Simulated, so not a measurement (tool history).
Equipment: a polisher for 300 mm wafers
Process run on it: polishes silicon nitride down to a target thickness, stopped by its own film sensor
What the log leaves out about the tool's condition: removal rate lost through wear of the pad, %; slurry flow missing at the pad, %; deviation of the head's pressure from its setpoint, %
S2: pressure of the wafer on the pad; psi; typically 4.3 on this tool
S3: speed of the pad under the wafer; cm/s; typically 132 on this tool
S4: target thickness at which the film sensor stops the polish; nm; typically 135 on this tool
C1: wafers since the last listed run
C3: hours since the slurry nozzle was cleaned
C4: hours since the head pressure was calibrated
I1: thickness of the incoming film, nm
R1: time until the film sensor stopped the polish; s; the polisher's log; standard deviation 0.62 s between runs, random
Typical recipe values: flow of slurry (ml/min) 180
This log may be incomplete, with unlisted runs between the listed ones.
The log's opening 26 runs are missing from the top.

{"run": 27, "hour": 328.8, "flow of slurry (ml/min)": 180, "S2": 4.3, "S3": 90, "S4": 135, "C1": 61, "wafers polished on this pad": 1211, "C3": 162.6, "C4": 68.8, "I1": 273.8, "R1": 58.2}
{"run": 28, "hour": 338.9, "flow of slurry (ml/min)": 180, "S2": 5.3, "S3": 106, "S4": 155, "C1": 60, "wafers polished on this pad": 1272, "C3": 172.7, "C4": 78.9, "I1": 271.3, "R1": 40.8}
{"hour": 356.5, "done": "worn pad replaced by a new one"}
{"run": 29, "hour": 357.0, "flow of slurry (ml/min)": 135, "S2": 5.2, "S3": 114, "S4": 110, "C1": 84, "wafers polished on this pad": 3, "C3": 190.8, "C4": 97.0, "I1": 271.0, "R1": 59.3}
{"run": 30, "hour": 361.4, "flow of slurry (ml/min)": 160, "S2": 4.3, "S3": 132, "S4": 135, "C1": 26, "wafers polished on this pad": 29, "C3": 195.2, "C4": 101.4, "I1": 269.1, "R1": 49.7}
{"run": 31, "hour": 367.6, "flow of slurry (ml/min)": 180, "S2": 4.3, "S3": 132, "S4": 135, "C1": 37, "wafers polished on this pad": 66, "C3": 201.4, "C4": 107.6, "I1": 268.1, "R1": 48.1}
{"run": 32, "hour": 379.0, "flow of slurry (ml/min)": 180, "S2": 3.7, "S3": 132, "S4": 135, "C1": 68, "wafers polished on this pad": 134, "C3": 212.8, "C4": 119.0, "I1": 268.8, "R1": 53.3}
{"run": 33, "hour": 385.0, "flow of slurry (ml/min)": 140, "S2": 3.5, "S3": 132, "S4": 135, "C1": 35, "wafers polished on this pad": 170, "C3": 218.8, "C4": 125.0, "I1": 271.8, "R1": 60.6}
{"run": 34, "hour": 397.3, "flow of slurry (ml/min)": 180, "S2": 4.3, "S3": 132, "S4": 135, "C1": 73, "wafers polished on this pad": 244, "C3": 231.1, "C4": 137.3, "I1": 270.8, "R1": 49.7}
{"run": 35, "hour": 409.5, "flow of slurry (ml/min)": 180, "S2": 4.3, "S3": 132, "S4": 135, "C1": 73, "wafers polished on this pad": 317, "C3": 243.3, "C4": 149.5, "I1": 267.5, "R1": 48.9}

4 options for the next run, each taken on its own from the tool as it stands now. Forecast them:
{"run": "A", "hour": 409.9, "flow of slurry (ml/min)": 235, "S2": 4.3, "S3": 132, "S4": 135, "C1": 2, "wafers polished on this pad": 319, "C3": 243.7, "C4": 149.9, "I1": 267.6, "R1": "?"}
{"run": "B", "hour": 409.9, "flow of slurry (ml/min)": 145, "S2": 4.7, "S3": 94, "S4": 100, "C1": 2, "wafers polished on this pad": 319, "C3": 243.7, "C4": 149.9, "I1": 267.6, "R1": "?"}
{"run": "C", "hour": 409.9, "flow of slurry (ml/min)": 180, "S2": 3.6, "S3": 132, "S4": 135, "C1": 2, "wafers polished on this pad": 319, "C3": 243.7, "C4": 149.9, "I1": 267.6, "R1": "?"}
{"run": "D", "hour": 409.9, "flow of slurry (ml/min)": 215, "S2": 4.3, "S3": 132, "S4": 135, "C1": 2, "wafers polished on this pad": 319, "C3": 243.7, "C4": 149.9, "I1": 267.6, "R1": "?"}

run=A R1=46.2
run=B R1=74.2
run=C R1=54.3
run=D R1=47.0
With no hidden state in the tool, these same runs would have given:
run=A R1=43.0
run=B R1=66.2
run=C R1=49.5
run=D R1=43.5
